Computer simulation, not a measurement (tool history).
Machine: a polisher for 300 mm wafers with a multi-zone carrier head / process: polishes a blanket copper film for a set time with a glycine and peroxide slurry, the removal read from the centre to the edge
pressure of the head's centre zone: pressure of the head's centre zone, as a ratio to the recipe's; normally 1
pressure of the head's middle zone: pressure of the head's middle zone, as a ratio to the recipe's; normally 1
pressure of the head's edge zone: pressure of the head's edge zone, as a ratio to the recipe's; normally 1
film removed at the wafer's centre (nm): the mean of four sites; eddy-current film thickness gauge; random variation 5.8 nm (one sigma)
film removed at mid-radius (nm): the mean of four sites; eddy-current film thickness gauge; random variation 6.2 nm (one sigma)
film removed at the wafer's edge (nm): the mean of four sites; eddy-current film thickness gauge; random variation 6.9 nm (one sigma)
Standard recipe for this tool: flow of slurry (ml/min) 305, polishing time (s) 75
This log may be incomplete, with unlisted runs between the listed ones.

run   hour  flow of slurry (ml/min)  pressure of the head's centre zone  pressure of the head's middle zone  pressure of the head's edge zone  polishing time (s)  wafers since the last listed run  wafers polished on this pad  hours since the slurry nozzle was cleaned  hours since the centre zone pressure was calibrated  hours since the edge zone pressure was calibrated  hours since the carrier head's membrane was replaced  incoming thickness of the incoming film, nm  film removed at the wafer's centre (nm)  film removed at mid-radius (nm)  film removed at the wafer's edge (nm)
  1      0                      305                                   1                                   1                                 1                  75                                 0                          716                                       73.7                                                385.3                                                 82                                                1366.6                                       1213.9                                    440.5                            471.7                                  477.8
  2     66                      305                                   1                                   1                                 1                  75                               542                         1259                                      139.7                                                451.3                                                148                                                1432.6                                       1205.2                                    429.4                            466.7                                  481.9
  3    100                      210                                   1                                1.07                              0.91                  53                               279                         1538                                      173.7                                                485.3                                                182                                                1466.6                                       1205.7                                    288.6                            330.6                                  312.7
  4  139.5                      305                                   1                                   1                                 1                  75                               324                         1863                                      213.2                                                524.8                                              221.5                                                1506.1                                       1195.2                                    420.3                            467.9                                  464.7
     176.6  -- centre zone pressure recalibrated
  5  180.1                      305                                   1                                0.96                                 1                  75                               317                         2181                                      253.8                                                  3.5                                              262.1                                                1546.7                                       1167.3                                    449.4                            449.3                                  470.5
  6  216.3                      305                                0.93                                0.88                              0.89                  85                               297                         2479                                        290                                                 39.7                                              298.3                                                1582.9                                       1190.1                                    480.7                            468.4                                  510.8
     225.2  -- carrier head's membrane replaced by a new one
     266.1  -- worn pad replaced by a new one
  7  269.9                      305                                   1                                   1                                 1                  75                               366                           31                                      343.6                                                 93.3                                              351.9                                                  44.7                                       1177.7                                      452                            468.7                                    469
     322.4  -- edge zone pressure recalibrated
  8  335.7                      305                                   1                                   1                                 1                  75                               524                          555                                      409.4                                                159.1                                               13.3                                                 110.5                                       1207.9                                    446.5                            460.9                                  477.2
  9  389.2                      265                                1.04                                1.07                                 1                  75                               440                          995                                      462.9                                                212.6                                               66.8                                                   164                                       1163.4                                    458.5                            478.6                                  469.3
 10  460.8                      305                                   1                                   1                                 1                  75                               588                         1584                                      534.5                                                284.2                                              138.4                                                 235.6                                       1193.7                                    442.9                            466.7                                  477.8
 11  505.9                      245                                0.93                                0.92                                 1                  75                               370                         1955                                      579.6                                                329.3                                              183.5                                                 280.7                                       1182.4                                    386.3                            410.3                                  448.7
 12  543.3                      305                                   1                                   1                              0.95                 100                               307                         2263                                        617                                                366.7                                              220.9                                                 318.1                                       1178.7                                    576.3                            621.9                                  624.1
 13  597.9                      305                                   1                                   1                                 1                  75                               449                         2712                                      671.6                                                421.3                                              275.5                                                 372.7                                       1207.3                                      418                            473.8                                  491.8
     609.1  -- centre zone pressure recalibrated
 14  655.7                      240                                1.05                                1.08                              0.93                  75                               458                         3171                                      729.4                                                 46.6                                              333.3                                                 430.5                                       1201.4                                      492                            485.7                                  452.3

Expected results for the next run?
     662.8  -- slurry nozzle cleaned
       667  -- worn pad replaced by a new one
 15  717.1                      305                                1.11                                   1                              1.09                  75                               463                          412                                       54.3                                                  108                                              394.7                                                 491.9                                       1171.5                                        ?                                ?                                      ?

film removed at the wafer's centre (nm): 517.4
film removed at mid-radius (nm): 467.3
film removed at the wafer's edge (nm): 499.4
The same run, on a tool lacking any hidden state, would have yielded film removed at the wafer's centre (nm) 518.2, film removed at mid-radius (nm) 467.3, film removed at the wafer's edge (nm) 499.4.
